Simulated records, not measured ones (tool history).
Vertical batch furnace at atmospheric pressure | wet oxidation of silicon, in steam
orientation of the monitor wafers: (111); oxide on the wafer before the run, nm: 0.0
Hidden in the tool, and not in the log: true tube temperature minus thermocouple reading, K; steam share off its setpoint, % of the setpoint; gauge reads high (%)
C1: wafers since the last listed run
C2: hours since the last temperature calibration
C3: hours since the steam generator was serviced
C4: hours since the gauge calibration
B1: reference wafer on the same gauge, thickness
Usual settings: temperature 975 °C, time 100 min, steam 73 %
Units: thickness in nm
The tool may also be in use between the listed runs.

run 1 day=0 | temperature=975 time=100 steam=73 | C1=0 C2=2447.1 C3=1675.6 C4=1413.6 | B1=513.03 | thickness=458.61
run 2 day=2.825 | temperature=975 time=100 steam=73 | C1=544 C2=2514.9 C3=1743.4 C4=1481.4 | B1=513.35 | thickness=454.36
run 3 day=6.762 | temperature=975 time=100 steam=73 | C1=758 C2=2609.4 C3=1837.9 C4=1575.9 | B1=513.15 | thickness=447.29
run 4 day=9.725 | temperature=975 time=100 steam=73 | C1=570 C2=2680.5 C3=1909 C4=1647 | B1=512.96 | thickness=452.64
run 5 day=13.488 | temperature=975 time=100 steam=73 | C1=725 C2=2770.8 C3=1999.3 C4=1737.3 | B1=511.86 | thickness=451.66
run 6 day=16.629 | temperature=975 time=100 steam=73 | C1=605 C2=2846.2 C3=2074.7 C4=1812.7 | B1=513.64 | thickness=450.65
run 7 day=20.329 | temperature=975 time=100 steam=73 | C1=713 C2=2935 C3=2163.5 C4=1901.5 | B1=513.29 | thickness=448.16
run 8 day=26.229 | temperature=975 time=100 steam=73 | C1=1137 C2=3076.6 C3=2305.1 C4=2043.1 | B1=512.5 | thickness=446.11
run 9 day=29.133 | temperature=975 time=100 steam=73 | C1=559 C2=3146.3 C3=2374.8 C4=2112.8 | B1=513.41 | thickness=443.18
run 10 day=30.933 | temperature=975 time=100 steam=73 | C1=346 C2=3189.5 C3=2418 C4=2156 | B1=512.17 | thickness=443.88
run 11 day=33.171 | temperature=975 time=100 steam=73 | C1=431 C2=3243.2 C3=2471.7 C4=2209.7 | B1=512.96 | thickness=437.93
run 12 day=35.896 | temperature=975 time=100 steam=73 | C1=525 C2=3308.6 C3=2537.1 C4=2275.1 | B1=513.38 | thickness=445.9
run 13 day=40.046 | temperature=975 time=100 steam=73 | C1=799 C2=3408.2 C3=2636.7 C4=2374.7 | B1=513.43 | thickness=439.3
run 14 day=43.458 | temperature=975 time=100 steam=73 | C1=657 C2=3490.1 C3=2718.6 C4=2456.6 | B1=513.21 | thickness=437.33
-- day=45.329 steam generator serviced
run 15 day=46.333 | temperature=975 time=100 steam=73 | C1=361 C2=3559.1 C3=24.1 C4=2525.6 | B1=513.91 | thickness=457.34
run 16 day=50.292 | temperature=975 time=100 steam=73 | C1=762 C2=3654.1 C3=119.1 C4=2620.6 | B1=512.55 | thickness=461.32
run 17 day=53.704 | temperature=975 time=100 steam=73 | C1=657 C2=3736 C3=201 C4=2702.5 | B1=512.83 | thickness=463.57
run 18 day=57.825 | temperature=975 time=100 steam=73 | C1=794 C2=3834.9 C3=299.9 C4=2801.4 | B1=512.3 | thickness=461.39
-- day=59.279 gauge calibrated
run 19 day=61.983 | temperature=954 time=72.5 steam=73 | C1=801 C2=3934.7 C3=399.7 C4=64.9 | B1=513.46 | thickness=326.06
-- day=64.321 thermocouples replaced and temperature profile calibrated
run 20 day=64.783 | temperature=963 time=100 steam=73 | C1=346 C2=11.1 C3=466.9 C4=132.1 | B1=513.65 | thickness=426.55
run 21 day=67.158 | temperature=975 time=144.5 steam=73 | C1=457 C2=68.1 C3=523.9 C4=189.1 | B1=513.09 | thickness=578.7
run 22 day=69.808 | temperature=975 time=140.5 steam=73 | C1=510 C2=131.7 C3=587.5 C4=252.7 | B1=512.94 | thickness=569.85
run 23 day=73.458 | temperature=952 time=84 steam=84 | C1=703 C2=219.3 C3=675.1 C4=340.3 | B1=514.35 | thickness=385.77
run 24 day=77.612 | temperature=962 time=132 steam=62 | C1=800 C2=319 C3=774.8 C4=440 | B1=512.71 | thickness=450.78
run 25 day=81.954 | temperature=964 time=100 steam=73 | C1=836 C2=423.2 C3=879 C4=544.2 | B1=512.75 | thickness=426.17
run 26 day=83.554 | temperature=951 time=71.5 steam=73 | C1=308 C2=461.6 C3=917.4 C4=582.6 | B1=514.08 | thickness=308.45
run 27 day=85.396 | temperature=985 time=74 steam=76 | C1=354 C2=505.8 C3=961.6 C4=626.8 | B1=512.94 | thickness=411.08
run 28 day=87.892 | temperature=975 time=100 steam=82 | C1=480 C2=565.7 C3=1021.5 C4=686.7 | B1=512.01 | thickness=488.84
run 29 day=91.083 | temperature=959 time=100 steam=73 | C1=615 C2=642.3 C3=1098.1 C4=763.3 | B1=513.61 | thickness=413.94
run 30 day=94.083 | temperature=986 time=117 steam=73 | C1=578 C2=714.3 C3=1170.1 C4=835.3 | B1=511.91 | thickness=534.63
run 31 day=96.275 | temperature=975 time=100 steam=73 | C1=422 C2=766.9 C3=1222.7 C4=887.9 | B1=513.07 | thickness=454.01
run 32 day=99.825 | temperature=975 time=100 steam=84 | C1=684 C2=852.1 C3=1307.9 C4=973.1 | B1=514.15 | thickness=499.18

5 ways to go on from here, each from the tool as it stands after run 32. What would each give?
run A day=100.058 | temperature=975 time=100 steam=73 | C1=44 C2=857.7 C3=1313.5 C4=978.7 | B1=? | thickness=?
run B day=100.058 | temperature=986 time=75.5 steam=73 | C1=44 C2=857.7 C3=1313.5 C4=978.7 | B1=? | thickness=?
run C day=100.058 | temperature=985 time=79.5 steam=84 | C1=44 C2=857.7 C3=1313.5 C4=978.7 | B1=? | thickness=?
run D day=100.058 | temperature=975 time=100 steam=63 | C1=44 C2=857.7 C3=1313.5 C4=978.7 | B1=? | thickness=?
run E day=100.058 | temperature=975 time=132.5 steam=65 | C1=44 C2=857.7 C3=1313.5 C4=978.7 | B1=? | thickness=?

run=A B1=512.38 thickness=454.15
run=B B1=512.38 thickness=406.34
run=C B1=512.38 thickness=456.13
run=D B1=512.38 thickness=413.12
run=E B1=512.38 thickness=504.24
Without the tool's hidden state the same runs would have given:
run=A thickness=464.22
run=B thickness=415.36
run=C thickness=466.1
run=D thickness=422.43
run=E thickness=515.24

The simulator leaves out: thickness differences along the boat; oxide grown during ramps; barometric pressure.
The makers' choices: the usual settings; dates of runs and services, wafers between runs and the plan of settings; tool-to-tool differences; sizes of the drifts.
